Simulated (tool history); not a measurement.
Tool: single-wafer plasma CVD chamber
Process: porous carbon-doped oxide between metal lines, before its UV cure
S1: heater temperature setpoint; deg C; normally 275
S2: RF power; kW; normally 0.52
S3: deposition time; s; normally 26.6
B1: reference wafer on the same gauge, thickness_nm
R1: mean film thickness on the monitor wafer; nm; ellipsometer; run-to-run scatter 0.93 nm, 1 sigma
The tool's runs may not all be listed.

Run 1, day 0: usual settings but S1 264 deg C, S3 30.4 s; B1 167.168. Result: R1 206.099 nm.
Run 2, day 3.042: usual settings but S1 264 deg C, S3 30.4 s; B1 167.281. Result: R1 205.993 nm.
Run 3, day 6.812: usual settings but S1 264 deg C, S3 30.4 s; B1 167.07. Result: R1 203.658 nm.
At day 7.65: gauge calibrated.
Run 4, day 10.792: usual settings; B1 167.343. Result: R1 163.781 nm.
Run 5, day 22.621: usual settings; B1 166.841. Result: R1 165.355 nm.
Run 6, day 26.883: usual settings; B1 167.005. Result: R1 167.225 nm.
Run 7, day 28.496: usual settings but S1 283 deg C, S3 24.9 s; B1 167.249. Result: R1 144.988 nm.
Run 8, day 31.538: usual settings; B1 167.015. Result: R1 167.293 nm.
At day 33.1: showerhead replaced.
Run 9, day 34.279: usual settings; B1 166.581. Result: R1 163.485 nm.
Run 10, day 37.954: usual settings but S1 265 deg C, S2 0.555 kW, S3 22.2 s; B1 167.098. Result: R1 154.908 nm.
Run 11, day 40.538: usual settings but S2 0.62 kW, S3 31.2 s; B1 166.758. Result: R1 213.547 nm.
At day 41.292: RF generator calibrated.
At day 48.2: thermocouple changed; heater temperature recalibrated.
At day 51.146: gauge calibrated.
Run 12, day 51.629: usual settings; B1 166.843. Result: R1 161.337 nm.
Run 13, day 53.225: usual settings; B1 167.187. Result: R1 160.67 nm.
Run 14, day 54.746: usual settings but S1 286 deg C, S2 0.45 kW; B1 166.975. Result: R1 136.723 nm.
Run 15, day 58.025: usual settings but S3 24.5 s; B1 166.704. Result: R1 148.431 nm.
At day 58.888: RF generator calibrated, repeated, since the last time left the tool worse.
Run 16, day 65.388: usual settings but S1 268 deg C, S2 0.47 kW; B1 166.934. Result: R1 167.405 nm.
Run 17, day 69.346: usual settings; B1 166.84. Result: R1 167.123 nm.
Run 18, day 71.375: usual settings but S1 289 deg C, S2 0.465 kW, S3 30.1 s; B1 167.073. Result: R1 161.467 nm.
Run 19, day 73.975: usual settings; B1 167.152. Result: R1 168.442 nm.

Branching from run 19: 5 alternative next runs. What would each branch give?
Run A, day 73.992: usual settings but S1 289 deg C; B1 ?. Result: R1 ?.
Run B, day 73.992: usual settings but S1 261 deg C, S2 0.465 kW; B1 ?. Result: R1 ?.
Run C, day 73.992: usual settings but S1 271 deg C; B1 ?. Result: R1 ?.
Run D, day 73.992: usual settings but S1 267 deg C, S3 24.6 s; B1 ?. Result: R1 ?.
Run E, day 73.992: usual settings but S1 287 deg C, S2 0.49 kW; B1 ?. Result: R1 ?.

run       B1       R1
  A  167.029  151.811
  B  167.029  175.884
  C  167.029  172.856
  D  167.029   165.21
  E  167.029  149.109
Stripped of hidden state, with their random variation kept, the same runs would have yielded:
run       R1
  A  153.543
  B  177.922
  C  174.828
  D  167.095
  E  150.837
